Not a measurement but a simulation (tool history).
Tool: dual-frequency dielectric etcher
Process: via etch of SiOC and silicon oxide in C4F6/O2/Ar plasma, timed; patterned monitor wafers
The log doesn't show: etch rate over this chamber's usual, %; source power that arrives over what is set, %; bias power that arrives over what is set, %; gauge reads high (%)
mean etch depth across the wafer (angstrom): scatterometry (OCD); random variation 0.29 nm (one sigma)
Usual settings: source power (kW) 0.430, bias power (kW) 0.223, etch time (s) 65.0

run    hour  source power (kW)  bias power (kW)  etch time (s)  wafers since the last listed run  hours since the last wet clean  hours since the last source power generator calibration  hours since the last bias power generator calibration  hours since the last upper electrode change  hours since the gauge calibration  read-back reference wafer on the same gauge, depth_nm  mean etch depth across the wafer (angstrom)
  1     0.0              0.430            0.223           65.0                                 0                           331.5                                                   1659.2                                                   56.2                                       2780.2                              130.2                                                   99.6                                          873
  2    92.1              0.430            0.223           65.0                               992                           423.6                                                   1751.3                                                  148.3                                       2872.3                              222.3                                                   99.6                                          878
  3   197.0              0.360            0.223           65.0                              1130                           528.5                                                   1856.2                                                  253.2                                       2977.2                              327.2                                                   99.6                                          843
      278.7  -- wet clean of the chamber
  4   291.1              0.360            0.223           65.0                               755                            12.4                                                   1950.3                                                  347.3                                       3071.3                              421.3                                                   99.5                                          843
  5   368.2              0.430            0.223           65.0                               830                            89.5                                                   2027.4                                                  424.4                                       3148.4                              498.4                                                   99.7                                          882
  6   449.1              0.430            0.223           65.0                               871                           170.4                                                   2108.3                                                  505.3                                       3229.3                              579.3                                                   99.6                                          885
  7   548.3              0.430            0.223           65.0                              1069                           269.6                                                   2207.5                                                  604.5                                       3328.5                              678.5                                                   99.5                                          882
  8   622.3              0.470            0.184           65.0                               797                           343.6                                                   2281.5                                                  678.5                                       3402.5                              752.5                                                   99.6                                          847
      678.5  -- source power generator calibrated
  9   721.3              0.380            0.223           65.0                              1023                           442.6                                                     42.8                                                  777.5                                       3501.5                              851.5                                                   99.7                                          857
      775.8  -- upper electrode replaced
 10   776.3              0.380            0.223           65.0                               334                           497.6                                                     97.8                                                  832.5                                          0.5                              906.5                                                   99.5                                          856
      835.6  -- wet clean of the chamber
 11   857.7              0.380            0.223           65.0                               618                            22.1                                                    179.2                                                  913.9                                         81.9                              987.9                                                   99.6                                          866
 12   927.1              0.350            0.223           80.5                               747                            91.5                                                    248.6                                                  983.3                                        151.3                             1057.3                                                   99.7                                         1038
 13  1022.3              0.430            0.223           65.0                              1025                           186.7                                                    343.8                                                 1078.5                                        246.5                             1152.5                                                   99.4                                          887
 14  1061.8              0.430            0.223           65.0                               425                           226.2                                                    383.3                                                 1118.0                                        286.0                             1192.0                                                   99.5                                          890
 15  1110.9              0.370            0.223           47.5                               529                           275.3                                                    432.4                                                 1167.1                                        335.1                             1241.1                                                   99.5                                          625
 16  1160.4              0.430            0.223           65.0                               533                           324.8                                                    481.9                                                 1216.6                                        384.6                             1290.6                                                   99.5                                          882
 17  1208.7              0.480            0.223           71.0                               520                           373.1                                                    530.2                                                 1264.9                                        432.9                             1338.9                                                   99.7                                          999

Forecast run 18:
 18  1315.3              0.530            0.269           55.0                              1148                           479.7                                                    636.8                                                 1371.5                                        539.5                             1445.5                                                      ?                                            ?

read-back reference wafer on the same gauge, depth_nm: 99.7
mean etch depth across the wafer (angstrom): 859
Without the tool's hidden state the same run would have given mean etch depth across the wafer (angstrom) 842.

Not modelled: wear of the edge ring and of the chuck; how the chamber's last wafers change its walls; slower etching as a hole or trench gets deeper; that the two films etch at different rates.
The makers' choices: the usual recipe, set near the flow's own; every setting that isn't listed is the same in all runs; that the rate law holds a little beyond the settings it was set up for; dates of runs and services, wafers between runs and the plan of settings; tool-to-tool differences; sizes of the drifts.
